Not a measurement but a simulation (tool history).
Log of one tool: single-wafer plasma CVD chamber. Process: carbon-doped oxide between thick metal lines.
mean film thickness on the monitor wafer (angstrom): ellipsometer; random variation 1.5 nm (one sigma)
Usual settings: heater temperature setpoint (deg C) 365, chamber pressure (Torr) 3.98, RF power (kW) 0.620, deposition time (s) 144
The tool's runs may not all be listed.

run     day  heater temperature setpoint (deg C)  chamber pressure (Torr)  RF power (kW)  deposition time (s)  wafers since the last listed run  hours since the last thermocouple change  hours since the last RF generator calibration  hours since the last manometer calibration  hours since the showerhead was replaced  hours since the gauge calibration  read-back reference wafer on the same gauge, thickness_nm  mean film thickness on the monitor wafer (angstrom)
  1   0.000                                  365                     3.98          0.620                  144                                 0                                     716.8                                         2156.8                                       979.9                                   7470.2                             1141.3                                                    694.134                                              7117.44
  2   2.888                                  365                     3.56          0.620                  144                               927                                     786.1                                         2226.1                                      1049.2                                   7539.5                             1210.6                                                    693.562                                              7006.64
  3   6.754                                  365                     3.56          0.620                  144                              1241                                     878.9                                         2318.9                                      1142.0                                   7632.3                             1303.4                                                    693.382                                              7042.05
  4   8.504                                  365                     4.59          0.620                  144                               562                                     920.9                                         2360.9                                      1184.0                                   7674.3                             1345.4                                                    693.626                                              7260.69
  5  12.042                                  365                     4.59          0.620                  144                              1136                                    1005.8                                         2445.8                                      1268.9                                   7759.2                             1430.3                                                    694.320                                              7254.75
  6  15.679                                  365                     4.59          0.620                  144                              1168                                    1093.1                                         2533.1                                      1356.2                                   7846.5                             1517.6                                                    694.222                                              7236.34
     18.996  -- capacitance manometer re-zeroed and calibrated
     19.083  -- RF generator calibrated
  7  19.108                                  365                     3.98          0.685                  144                               965                                    1175.4                                            0.6                                         2.7                                   7928.8                             1599.9                                                    694.123                                              7664.02
     20.092  -- thermocouple changed; heater temperature recalibrated
  8  22.662                                  356                     4.58          0.620                  144                              1034                                      61.7                                           85.9                                        88.0                                   8014.1                             1685.2                                                    693.396                                              7566.60
     23.342  -- showerhead replaced
  9  26.612                                  365                     3.98          0.620                  144                              1161                                     156.5                                          180.7                                       182.8                                     78.5                             1780.0                                                    694.154                                              7213.39
 10  29.350                                  365                     3.98          0.620                  144                               879                                     222.2                                          246.4                                       248.5                                    144.2                             1845.7                                                    694.477                                              7211.52
 11  32.333                                  365                     3.98          0.620                  144                               958                                     293.8                                          318.0                                       320.1                                    215.8                             1917.3                                                    694.132                                              7205.28
 12  36.812                                  365                     3.98          0.620                  144                              1438                                     401.3                                          425.5                                       427.6                                    323.3                             2024.8                                                    693.820                                              7189.88
 13  44.521                                  365                     3.98          0.620                  144                              2475                                     586.3                                          610.5                                       612.6                                    508.3                             2209.8                                                    693.636                                              7198.58
 14  48.546                                  365                     4.29          0.620                  144                              1292                                     682.9                                          707.1                                       709.2                                    604.9                             2306.4                                                    693.484                                              7246.56
 15  50.412                                  378                     4.66          0.690                  136                               599                                     727.7                                          751.9                                       754.0                                    649.7                             2351.2                                                    694.066                                              7127.23
 16  54.538                                  351                     3.98          0.620                  155                              1324                                     826.7                                          850.9                                       853.0                                    748.7                             2450.2                                                    694.303                                              8006.66
 17  58.950                                  365                     3.18          0.580                  129                              1417                                     932.6                                          956.8                                       958.9                                    854.6                             2556.1                                                    694.193                                              6001.59
 18  60.904                                  380                     3.98          0.690                  120                               627                                     979.5                                         1003.7                                      1005.8                                    901.5                             2603.0                                                    693.896                                              6114.23
     64.442  -- gauge calibrated
 19  64.804                                  365                     4.31          0.620                  144                              1252                                    1073.1                                         1097.3                                      1099.4                                    995.1                                8.7                                                    693.999                                              7245.09
 20  66.821                                  358                     4.70          0.550                  131                               647                                    1121.5                                         1145.7                                      1147.8                                   1043.5                               57.1                                                    693.942                                              6333.54
     68.304  -- thermocouple changed; heater temperature recalibrated
 21  69.067                                  379                     3.98          0.620                  122                               614                                      18.3                                         1199.6                                      1201.7                                   1097.4                              111.0                                                    693.938                                              5862.02
 22  72.458                                  358                     4.36          0.535                  135                              1089                                      99.7                                         1281.0                                      1283.1                                   1178.8                              192.4                                                    693.862                                              6355.76
 23  75.588                                  365                     3.98          0.505                  118                              1005                                     174.8                                         1356.1                                      1358.2                                   1253.9                              267.5                                                    694.347                                              5207.00
 24  79.650                                  373                     2.99          0.675                  144                              1304                                     272.3                                         1453.6                                      1455.7                                   1351.4                              365.0                                                    694.451                                              7099.27
 25  81.967                                  365                     3.98          0.620                  144                               744                                     327.9                                         1509.2                                      1511.3                                   1407.0                              420.6                                                    694.265                                              7137.38
     83.371  -- capacitance manometer re-zeroed and calibrated
 26  83.725                                  365                     4.58          0.620                  172                               457                                     370.1                                         1551.4                                         8.5                                   1449.2                              462.8                                                    694.717                                              8710.54
 27  86.992                                  365                     3.98          0.585                  162                              1049                                     448.5                                         1629.8                                        86.9                                   1527.6                              541.2                                                    694.059                                              7768.71
 28  93.671                                  365                     4.27          0.700                  153                              2145                                     608.8                                         1790.1                                       247.2                                   1687.9                              701.5                                                    693.998                                              8173.30
 29  96.325                                  374                     3.98          0.620                  144                               852                                     672.5                                         1853.8                                       310.9                                   1751.6                              765.2                                                    694.181                                              6958.07

Forecast each of these 3 alternatives for the next run:
  A  96.342                                  365                     3.98          0.620                  144                                 5                                     672.9                                         1854.2                                       311.3                                   1752.0                              765.6                                                          ?                                                    ?
  B  96.342                                  379                     3.98          0.570                  170                                 5                                     672.9                                         1854.2                                       311.3                                   1752.0                              765.6                                                          ?                                                    ?
  C  96.342                                  379                     3.35          0.620                  144                                 5                                     672.9                                         1854.2                                       311.3                                   1752.0                              765.6                                                          ?                                                    ?

run  read-back reference wafer on the same gauge, thickness_nm  mean film thickness on the monitor wafer (angstrom)
  A                                                    694.075                                              7122.47
  B                                                    694.075                                              7767.75
  C                                                    694.075                                              6749.03
Without the tool's hidden state the same runs would have given:
run  mean film thickness on the monitor wafer (angstrom)
  A                                              7256.80
  B                                              7914.25
  C                                              6876.32
